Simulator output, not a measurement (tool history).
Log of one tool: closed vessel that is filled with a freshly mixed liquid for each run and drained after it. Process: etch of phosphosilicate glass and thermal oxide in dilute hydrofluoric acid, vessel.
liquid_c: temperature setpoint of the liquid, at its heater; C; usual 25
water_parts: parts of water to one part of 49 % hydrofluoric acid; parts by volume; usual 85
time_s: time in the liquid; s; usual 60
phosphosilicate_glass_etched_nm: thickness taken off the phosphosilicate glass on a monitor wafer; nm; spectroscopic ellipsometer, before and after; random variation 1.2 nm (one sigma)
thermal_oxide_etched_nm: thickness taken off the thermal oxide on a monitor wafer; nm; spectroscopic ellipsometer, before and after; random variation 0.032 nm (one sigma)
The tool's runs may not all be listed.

| run | hour | liquid_c | water_parts | time_s | read-back film thickness of the phosphosilicate glass reference wafer, read on the same gauge (nm) | read-back film thickness of the thermal oxide reference wafer, read on the same gauge (nm) | phosphosilicate_glass_etched_nm | thermal_oxide_etched_nm |
|---|---|---|---|---|---|---|---|---|
| 1 | 0 | 25 | 85 | 50 | 40.03 | 110.018 | 116.57 | 3.019 |
| 2 | 24.3 | 25 | 85 | 50 | 40.01 | 110.026 | 113.68 | 3.003 |
| 3 | 90.2 | 25 | 85 | 60 | 40.01 | 109.997 | 138.64 | 3.656 |
|  | 126.6 | thermometer replaced |
| 4 | 161.7 | 25 | 85 | 60 | 40.01 | 110.005 | 126.08 | 3.36 |
| 5 | 198.8 | 25 | 85 | 60 | 40.03 | 110.029 | 130.61 | 3.37 |
| 6 | 235.2 | 25 | 85 | 60 | 40.02 | 110.003 | 130.5 | 3.337 |
| 7 | 429.9 | 25 | 70 | 60 | 40.02 | 110.004 | 162.99 | 4.207 |
|  | 455.5 | gauge calibrated |
| 8 | 476.6 | 20.5 | 120 | 45 | 39.99 | 110.012 | 55.94 | 1.44 |
| 9 | 513.6 | 25 | 85 | 60 | 39.98 | 109.993 | 131.54 | 3.468 |
| 10 | 603.8 | 28 | 70 | 60 | 39.99 | 109.99 | 186.91 | 4.768 |
| 11 | 644.6 | 27.5 | 85 | 40 | 39.97 | 110.012 | 98.08 | 2.542 |
| 12 | 683.5 | 25 | 85 | 60 | 39.97 | 109.992 | 132.4 | 3.514 |
| 13 | 753.4 | 28 | 70 | 75 | 39.99 | 110.008 | 235.12 | 6.072 |
|  | 874.6 | hydrofluoric acid flow meter replaced |
| 14 | 900.9 | 21 | 85 | 60 | 39.98 | 109.999 | 116.02 | 2.998 |
| 15 | 961.7 | 29.5 | 120 | 40 | 39.95 | 110 | 73.66 | 1.898 |
| 16 | 991.7 | 25 | 85 | 30 | 40 | 110.01 | 69.03 | 1.764 |
| 17 | 1046.5 | 25 | 85 | 60 | 39.99 | 110.035 | 136.46 | 3.562 |
| 18 | 1077.2 | 28 | 70 | 75 | 40.06 | 110.008 | 243.78 | 6.346 |
| 19 | 1144 | 25 | 60 | 35 | 40.01 | 110.009 | 118.86 | 3.075 |
| 20 | 1177.7 | 28.5 | 75 | 60 | 39.97 | 110.007 | 182.08 | 4.813 |
| 21 | 1249.5 | 25 | 85 | 60 | 40.01 | 110 | 141.02 | 3.639 |
|  | 1260.9 | thermometer replaced |
| 22 | 1312.6 | 25 | 115 | 60 | 40.01 | 110.001 | 92.1 | 2.376 |
| 23 | 1379.8 | 23 | 125 | 40 | 40.01 | 110.024 | 52.3 | 1.35 |
| 24 | 1407.9 | 25 | 85 | 60 | 40.01 | 109.996 | 130.11 | 3.398 |

Forecast each of these 5 alternatives for the next run:
| A | 1408.6 | 25 | 85 | 60 | ? | ? | ? | ? |
| B | 1408.6 | 29.5 | 45 | 80 | ? | ? | ? | ? |
| C | 1408.6 | 25 | 85 | 35 | ? | ? | ? | ? |
| D | 1408.6 | 25 | 120 | 60 | ? | ? | ? | ? |
| E | 1408.6 | 20.5 | 105 | 60 | ? | ? | ? | ? |

| run | read-back film thickness of the phosphosilicate glass reference wafer, read on the same gauge (nm) | read-back film thickness of the thermal oxide reference wafer, read on the same gauge (nm) | phosphosilicate_glass_etched_nm | thermal_oxide_etched_nm |
|---|---|---|---|---|
| A | 39.99 | 110.013 | 130.29 | 3.441 |
| B | 39.99 | 110.013 | 414.8 | 10.956 |
| C | 39.99 | 110.013 | 76 | 2.007 |
| D | 39.99 | 110.013 | 88.28 | 2.332 |
| E | 39.99 | 110.013 | 85.96 | 2.27 |
Without the tool's hidden state the same runs would have given:
| run | phosphosilicate_glass_etched_nm | thermal_oxide_etched_nm |
|---|---|---|
| A | 127.83 | 3.376 |
| B | 407.01 | 10.75 |
| C | 74.57 | 1.97 |
| D | 86.66 | 2.289 |
| E | 84.3 | 2.227 |

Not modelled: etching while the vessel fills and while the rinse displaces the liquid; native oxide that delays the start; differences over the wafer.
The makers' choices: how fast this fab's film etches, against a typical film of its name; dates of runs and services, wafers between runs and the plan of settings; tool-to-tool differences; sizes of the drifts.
